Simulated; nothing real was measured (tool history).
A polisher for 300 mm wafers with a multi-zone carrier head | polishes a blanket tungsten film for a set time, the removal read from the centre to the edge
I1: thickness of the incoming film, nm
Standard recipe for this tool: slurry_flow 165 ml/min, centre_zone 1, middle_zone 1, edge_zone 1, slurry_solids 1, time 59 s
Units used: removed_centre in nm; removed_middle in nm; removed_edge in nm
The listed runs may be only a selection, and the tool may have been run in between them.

Run 1, hour 0: usual settings; I1 610.8. Result: removed_centre 207.7 nm, removed_middle 206.6 nm, removed_edge 207.2 nm.
At hour 9.7: slurry nozzle cleaned.
At hour 29: worn pad replaced by a new one.
Run 2, hour 35.7: usual settings; I1 598.4. Result: removed_centre 204.3 nm, removed_middle 208.8 nm, removed_edge 209.1 nm.
Run 3, hour 97.9: usual settings but edge_zone 0.95; I1 597.9. Result: removed_centre 206.6 nm, removed_middle 202.5 nm, removed_edge 205.3 nm.
Run 4, hour 158.6: usual settings but edge_zone 0.95; I1 601.3. Result: removed_centre 203.8 nm, removed_middle 208.1 nm, removed_edge 204.8 nm.
Run 5, hour 195.7: usual settings but edge_zone 0.95; I1 595.9. Result: removed_centre 205.2 nm, removed_middle 204.9 nm, removed_edge 203.9 nm.
At hour 234.2: worn pad replaced by a new one.
Run 6, hour 261.5: usual settings but slurry_flow 135 ml/min; I1 600. Result: removed_centre 194.1 nm, removed_middle 196.8 nm, removed_edge 205.4 nm.
At hour 265.8: slurry nozzle cleaned.
At hour 296.2: centre zone pressure recalibrated.
At hour 323.6: edge zone pressure recalibrated.
Run 7, hour 324.1: usual settings; I1 590.9. Result: removed_centre 206.5 nm, removed_middle 206.2 nm, removed_edge 209.5 nm.
Run 8, hour 382.9: usual settings; I1 608.9. Result: removed_centre 205.9 nm, removed_middle 212.2 nm, removed_edge 206.4 nm.
At hour 422.2: worn pad replaced by a new one.
Run 9, hour 451: usual settings; I1 597.9. Result: removed_centre 205.1 nm, removed_middle 206.5 nm, removed_edge 209.8 nm.
Run 10, hour 492.9: usual settings but edge_zone 1.08; I1 603.7. Result: removed_centre 204.7 nm, removed_middle 203.6 nm, removed_edge 214.7 nm.
Run 11, hour 520: usual settings but slurry_flow 105 ml/min, centre_zone 1.04, slurry_solids 1.15, time 73 s; I1 598.3. Result: removed_centre 250.4 nm, removed_middle 246.5 nm, removed_edge 249.7 nm.
At hour 525.2: slurry nozzle cleaned.
Run 12, hour 545.8: usual settings but slurry_flow 210 ml/min, slurry_solids 1.1; I1 590.2. Result: removed_centre 219.1 nm, removed_middle 215.6 nm, removed_edge 217.8 nm.
Run 13, hour 600: usual settings; I1 602.7. Result: removed_centre 206.8 nm, removed_middle 205.1 nm, removed_edge 205.6 nm.
At hour 636.4: worn pad replaced by a new one.
Run 14, hour 655.4: usual settings but slurry_solids 1.2; I1 607.3. Result: removed_centre 211.5 nm, removed_middle 212 nm, removed_edge 213.5 nm.
At hour 671.2: centre zone pressure recalibrated.
Run 15, hour 699: usual settings; I1 595.2. Result: removed_centre 200.6 nm, removed_middle 207.3 nm, removed_edge 207.2 nm.
Run 16, hour 733.8: usual settings but slurry_flow 130 ml/min, edge_zone 1.09, slurry_solids 1.2; I1 599.7. Result: removed_centre 203.2 nm, removed_middle 200.6 nm, removed_edge 217.1 nm.
At hour 742.7: carrier head's membrane replaced by a new one.
Run 17, hour 794.9: usual settings; I1 601.6. Result: removed_centre 203.1 nm, removed_middle 205.5 nm, removed_edge 207.7 nm.
At hour 809.1: worn pad replaced by a new one.
At hour 809.5: slurry nozzle cleaned.
Run 18, hour 855.3: usual settings but centre_zone 0.89; I1 600.4. Result: removed_centre 180.9 nm, removed_middle 203.5 nm, removed_edge 208.8 nm.
Run 19, hour 909: usual settings but slurry_flow 150 ml/min, middle_zone 0.97, time 75 s; I1 597.4. Result: removed_centre 251.9 nm, removed_middle 250.8 nm, removed_edge 264 nm.
Run 20, hour 940.3: usual settings but edge_zone 1.04, time 73 s; I1 593.2. Result: removed_centre 257.3 nm, removed_middle 264.7 nm, removed_edge 260.4 nm.

Forecast each of these 5 alternatives for the next run:
Run A, hour 940.7: usual settings; I1 592.3. Result: removed_centre ?, removed_middle ?, removed_edge ?.
Run B, hour 940.7: usual settings but time 72 s; I1 592.3. Result: removed_centre ?, removed_middle ?, removed_edge ?.
Run C, hour 940.7: usual settings but centre_zone 1.11, edge_zone 1.1, slurry_solids 1.1; I1 592.3. Result: removed_centre ?, removed_middle ?, removed_edge ?.
Run D, hour 940.7: usual settings but edge_zone 0.92, time 66 s; I1 592.3. Result: removed_centre ?, removed_middle ?, removed_edge ?.
Run E, hour 940.7: usual settings but centre_zone 0.89, edge_zone 0.92; I1 592.3. Result: removed_centre ?, removed_middle ?, removed_edge ?.

run  removed_centre  removed_middle  removed_edge
  A           204.8           204.8         211.6
  B             250             250         258.2
  C           230.1           207.7         225.1
  D           229.2           229.1         227.6
  E           182.9             205         203.4
With the hidden condition removed and each run's random variation left untouched, the same runs would have given:
run  removed_centre  removed_middle  removed_edge
  A           204.8           204.8         211.6
  B             250             250         258.2
  C           230.1           207.7         225.1
  D           229.2           229.1         227.6
  E           182.9             205         203.4
